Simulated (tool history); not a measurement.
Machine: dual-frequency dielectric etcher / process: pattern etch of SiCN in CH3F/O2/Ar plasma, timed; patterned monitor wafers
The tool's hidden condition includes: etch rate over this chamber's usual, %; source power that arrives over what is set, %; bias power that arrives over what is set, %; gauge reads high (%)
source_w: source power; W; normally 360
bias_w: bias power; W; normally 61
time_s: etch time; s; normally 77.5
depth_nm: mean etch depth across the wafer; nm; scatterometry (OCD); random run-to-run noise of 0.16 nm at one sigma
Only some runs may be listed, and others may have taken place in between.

run   hour  source_w  bias_w  time_s  wafers since the last listed run  hours since the last wet clean  hours since the last source power generator calibration  hours since the last bias power generator calibration  hours since the last upper electrode change  hours since the gauge calibration  read-back reference wafer on the same gauge, depth_nm  depth_nm
  1    0.0       360      72    77.5                                 0                           303.1                                                   1733.6                                                 4895.9                                       5041.1                               38.9                                                  24.41     27.83
  2    9.4       360      72    77.5                                75                           312.5                                                   1743.0                                                 4905.3                                       5050.5                               48.3                                                  24.40     28.05
  3   27.2       360      72    77.5                               142                           330.3                                                   1760.8                                                 4923.1                                       5068.3                               66.1                                                  24.40     28.01
  4   42.3       360      61    77.5                               120                           345.4                                                   1775.9                                                 4938.2                                       5083.4                               81.2                                                  24.41     26.88
  5   48.7       360      61    77.5                                51                           351.8                                                   1782.3                                                 4944.6                                       5089.8                               87.6                                                  24.42     26.81
  6   60.5       360      61    77.5                                94                           363.6                                                   1794.1                                                 4956.4                                       5101.6                               99.4                                                  24.40     26.76
     125.2  -- upper electrode replaced
  7  125.7       360      61    77.5                               328                           428.8                                                   1859.3                                                 5021.6                                          0.5                              164.6                                                  24.40     26.22
  8  126.0       360      61    77.5                                 2                           429.1                                                   1859.6                                                 5021.9                                          0.8                              164.9                                                  24.39     26.72
  9  127.6       360      61    77.5                                12                           430.7                                                   1861.2                                                 5023.5                                          2.4                              166.5                                                  24.40     26.49
     167.2  -- bias power generator calibrated
     178.4  -- source power generator calibrated
     184.3  -- wet clean of the chamber
 10  184.8       360      61    77.5                               345                             0.5                                                      6.4                                                   17.6                                         59.6                              223.7                                                  24.41     27.70
 11  185.2       360      61    77.5                                 3                             0.9                                                      6.8                                                   18.0                                         60.0                              224.1                                                  24.42     27.51
 12  193.7       430      61    84.0                                67                             9.4                                                     15.3                                                   26.5                                         68.5                              232.6                                                  24.39     31.90
 13  206.3       360      61    77.5                               100                            22.0                                                     27.9                                                   39.1                                         81.1                              245.2                                                  24.39     27.61
 14  222.1       360      50    77.5                               126                            37.8                                                     43.7                                                   54.9                                         96.9                              261.0                                                  24.38     26.00
     222.9  -- gauge calibrated
 15  234.6       360      61   100.5                                99                            50.3                                                     56.2                                                   67.4                                        109.4                               11.7                                                  24.41     35.45
 16  248.6       360      72    56.0                               111                            64.3                                                     70.2                                                   81.4                                        123.4                               25.7                                                  24.42     20.59
 17  257.9       440      71    97.0                                74                            73.6                                                     79.5                                                   90.7                                        132.7                               35.0                                                  24.38     38.74
 18  274.0       360      73    57.5                               128                            89.7                                                     95.6                                                  106.8                                        148.8                               51.1                                                  24.41     21.02
 19  291.0       300      54    61.0                               135                           106.7                                                    112.6                                                  123.8                                        165.8                               68.1                                                  24.42     19.32
 20  297.1       430      61    84.0                                48                           112.8                                                    118.7                                                  129.9                                        171.9                               74.2                                                  24.38     32.08
 21  309.6       360      61    77.5                                99                           125.3                                                    131.2                                                  142.4                                        184.4                               86.7                                                  24.40     26.99
 22  324.3       360      61    77.5                               117                           140.0                                                    145.9                                                  157.1                                        199.1                              101.4                                                  24.39     27.21
 23  334.1       360      72    77.5                                78                           149.8                                                    155.7                                                  166.9                                        208.9                              111.2                                                  24.41     28.28
 24  347.2       360      56    64.0                               104                           162.9                                                    168.8                                                  180.0                                        222.0                              124.3                                                  24.37     22.02
 25  357.6       420      68    91.0                                83                           173.3                                                    179.2                                                  190.4                                        232.4                              134.7                                                  24.41     34.67
 26  372.7       360      56    64.0                               120                           188.4                                                    194.3                                                  205.5                                        247.5                              149.8                                                  24.38     21.88

Exercise: give the hidden state of the tool at every run:
source power that arrives over what is set, %: 0 at every run
bias power that arrives over what is set, %: 0 at every run
gauge reads high (%): 0 at every run
H1: etch rate over this chamber's usual, %
run      H1
  1   -2.53
  2   -2.63
  3   -2.82
  4   -2.98
  5   -3.04
  6   -3.17
  7   -3.85
  8   -3.85
  9   -3.87
 10  -0.418
 11  -0.422
 12  -0.511
 13  -0.643
 14  -0.809
 15   -0.94
 16   -1.09
 17   -1.18
 18   -1.35
 19   -1.53
 20    -1.6
 21   -1.73
 22   -1.88
 23   -1.98
 24   -2.12
 25   -2.23
 26   -2.39
